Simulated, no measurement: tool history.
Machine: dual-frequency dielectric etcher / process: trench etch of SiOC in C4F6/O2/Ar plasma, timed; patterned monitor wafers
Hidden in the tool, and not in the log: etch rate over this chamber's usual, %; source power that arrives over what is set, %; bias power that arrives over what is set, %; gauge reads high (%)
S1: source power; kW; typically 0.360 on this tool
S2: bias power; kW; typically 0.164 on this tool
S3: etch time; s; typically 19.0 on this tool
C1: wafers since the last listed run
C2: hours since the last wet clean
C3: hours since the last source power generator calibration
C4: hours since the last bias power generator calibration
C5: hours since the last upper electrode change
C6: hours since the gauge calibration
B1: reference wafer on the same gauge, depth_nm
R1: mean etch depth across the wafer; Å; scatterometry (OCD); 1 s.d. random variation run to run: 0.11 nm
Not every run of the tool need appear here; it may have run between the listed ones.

run 1 hour=0.0 | S1=0.360 S2=0.164 S3=19.0 | C1=0 C2=474.7 C3=4223.8 C4=3166.2 C5=4032.5 C6=524.8 | B1=31.09 | R1=330.3
run 2 hour=58.8 | S1=0.290 S2=0.164 S3=19.0 | C1=874 C2=533.5 C3=4282.6 C4=3225.0 C5=4091.3 C6=583.6 | B1=31.12 | R1=311.8
run 3 hour=155.2 | S1=0.290 S2=0.164 S3=19.0 | C1=1432 C2=629.9 C3=4379.0 C4=3321.4 C5=4187.7 C6=680.0 | B1=31.12 | R1=309.9
-- hour=179.4 wet clean of the chamber
-- hour=202.8 source power generator calibrated
run 4 hour=255.5 | S1=0.360 S2=0.164 S3=19.0 | C1=1074 C2=76.1 C3=52.7 C4=3421.7 C5=4288.0 C6=780.3 | B1=31.09 | R1=339.6
run 5 hour=336.5 | S1=0.360 S2=0.164 S3=19.0 | C1=1204 C2=157.1 C3=133.7 C4=3502.7 C5=4369.0 C6=861.3 | B1=31.10 | R1=336.9
run 6 hour=428.7 | S1=0.360 S2=0.164 S3=22.5 | C1=1370 C2=249.3 C3=225.9 C4=3594.9 C5=4461.2 C6=953.5 | B1=31.10 | R1=398.4
run 7 hour=484.8 | S1=0.360 S2=0.164 S3=20.0 | C1=833 C2=305.4 C3=282.0 C4=3651.0 C5=4517.3 C6=1009.6 | B1=31.11 | R1=352.8
run 8 hour=551.1 | S1=0.360 S2=0.164 S3=21.0 | C1=985 C2=371.7 C3=348.3 C4=3717.3 C5=4583.6 C6=1075.9 | B1=31.09 | R1=367.0
run 9 hour=591.1 | S1=0.270 S2=0.182 S3=15.0 | C1=594 C2=411.7 C3=388.3 C4=3757.3 C5=4623.6 C6=1115.9 | B1=31.12 | R1=256.2
run 10 hour=670.9 | S1=0.360 S2=0.164 S3=19.0 | C1=1186 C2=491.5 C3=468.1 C4=3837.1 C5=4703.4 C6=1195.7 | B1=31.08 | R1=331.0
-- hour=701.1 wet clean of the chamber
run 11 hour=765.1 | S1=0.430 S2=0.138 S3=17.0 | C1=1043 C2=64.0 C3=562.3 C4=3931.3 C5=4797.6 C6=1289.9 | B1=31.09 | R1=296.2
run 12 hour=820.9 | S1=0.440 S2=0.164 S3=19.0 | C1=829 C2=119.8 C3=618.1 C4=3987.1 C5=4853.4 C6=1345.7 | B1=31.09 | R1=356.7
run 13 hour=883.0 | S1=0.360 S2=0.164 S3=20.5 | C1=923 C2=181.9 C3=680.2 C4=4049.2 C5=4915.5 C6=1407.8 | B1=31.11 | R1=364.7
run 14 hour=934.8 | S1=0.360 S2=0.164 S3=19.0 | C1=769 C2=233.7 C3=732.0 C4=4101.0 C5=4967.3 C6=1459.6 | B1=31.11 | R1=339.2
run 15 hour=1037.1 | S1=0.360 S2=0.151 S3=19.0 | C1=1520 C2=336.0 C3=834.3 C4=4203.3 C5=5069.6 C6=1561.9 | B1=31.10 | R1=324.4
-- hour=1072.8 upper electrode replaced, of another model than before
run 16 hour=1115.3 | S1=0.310 S2=0.196 S3=19.0 | C1=805 C2=414.2 C3=912.5 C4=4281.5 C5=42.5 C6=1640.1 | B1=31.09 | R1=358.6
run 17 hour=1222.9 | S1=0.380 S2=0.143 S3=16.5 | C1=1599 C2=521.8 C3=1020.1 C4=4389.1 C5=150.1 C6=1747.7 | B1=31.10 | R1=264.6
run 18 hour=1286.2 | S1=0.420 S2=0.164 S3=19.0 | C1=940 C2=585.1 C3=1083.4 C4=4452.4 C5=213.4 C6=1811.0 | B1=31.11 | R1=345.2
-- hour=1330.4 bias power generator calibrated
run 19 hour=1341.9 | S1=0.430 S2=0.183 S3=19.0 | C1=768 C2=640.8 C3=1139.1 C4=11.5 C5=269.1 C6=1866.7 | B1=31.09 | R1=376.0
-- hour=1388.1 wet clean of the chamber
run 20 hour=1423.7 | S1=0.290 S2=0.147 S3=21.0 | C1=859 C2=35.6 C3=1220.9 C4=93.3 C5=350.9 C6=1948.5 | B1=31.11 | R1=324.0
-- hour=1477.3 gauge calibrated
run 21 hour=1513.2 | S1=0.360 S2=0.164 S3=19.0 | C1=1330 C2=125.1 C3=1310.4 C4=182.8 C5=440.4 C6=35.9 | B1=31.08 | R1=340.5
run 22 hour=1755.5 | S1=0.300 S2=0.137 S3=14.5 | C1=3601 C2=367.4 C3=1552.7 C4=425.1 C5=682.7 C6=278.2 | B1=31.11 | R1=209.3
run 23 hour=1819.7 | S1=0.290 S2=0.188 S3=19.0 | C1=954 C2=431.6 C3=1616.9 C4=489.3 C5=746.9 C6=342.4 | B1=31.11 | R1=344.2
run 24 hour=1861.0 | S1=0.360 S2=0.164 S3=19.0 | C1=613 C2=472.9 C3=1658.2 C4=530.6 C5=788.2 C6=383.7 | B1=31.09 | R1=333.7
run 25 hour=1954.5 | S1=0.360 S2=0.127 S3=19.0 | C1=1389 C2=566.4 C3=1751.7 C4=624.1 C5=881.7 C6=477.2 | B1=31.11 | R1=269.9
-- hour=1984.5 wet clean of the chamber
run 26 hour=1993.1 | S1=0.300 S2=0.164 S3=19.0 | C1=217 C2=8.6 C3=1790.3 C4=662.7 C5=920.3 C6=515.8 | B1=31.11 | R1=317.5
run 27 hour=2039.5 | S1=0.360 S2=0.164 S3=19.0 | C1=689 C2=55.0 C3=1836.7 C4=709.1 C5=966.7 C6=562.2 | B1=31.10 | R1=335.1
run 28 hour=2132.2 | S1=0.360 S2=0.129 S3=21.0 | C1=1377 C2=147.7 C3=1929.4 C4=801.8 C5=1059.4 C6=654.9 | B1=31.11 | R1=305.4

5 ways to go on from here, each from the tool as it stands after run 28. What would each give?
run A hour=2132.6 | S1=0.360 S2=0.164 S3=19.0 | C1=5 C2=148.1 C3=1929.8 C4=802.2 C5=1059.8 C6=655.3 | B1=? | R1=?
run B hour=2132.6 | S1=0.440 S2=0.140 S3=20.5 | C1=5 C2=148.1 C3=1929.8 C4=802.2 C5=1059.8 C6=655.3 | B1=? | R1=?
run C hour=2132.6 | S1=0.330 S2=0.176 S3=19.0 | C1=5 C2=148.1 C3=1929.8 C4=802.2 C5=1059.8 C6=655.3 | B1=? | R1=?
run D hour=2132.6 | S1=0.420 S2=0.164 S3=17.0 | C1=5 C2=148.1 C3=1929.8 C4=802.2 C5=1059.8 C6=655.3 | B1=? | R1=?
run E hour=2132.6 | S1=0.360 S2=0.197 S3=19.0 | C1=5 C2=148.1 C3=1929.8 C4=802.2 C5=1059.8 C6=655.3 | B1=? | R1=?

run=A B1=31.11 R1=335.1
run=B B1=31.11 R1=343.3
run=C B1=31.11 R1=342.2
run=D B1=31.11 R1=315.7
run=E B1=31.11 R1=378.8
Take away the tool's hidden state, keep each run's random variation, and the runs would have read:
run=A R1=340.9
run=B R1=349.3
run=C R1=348.1
run=D R1=321.1
run=E R1=385.4
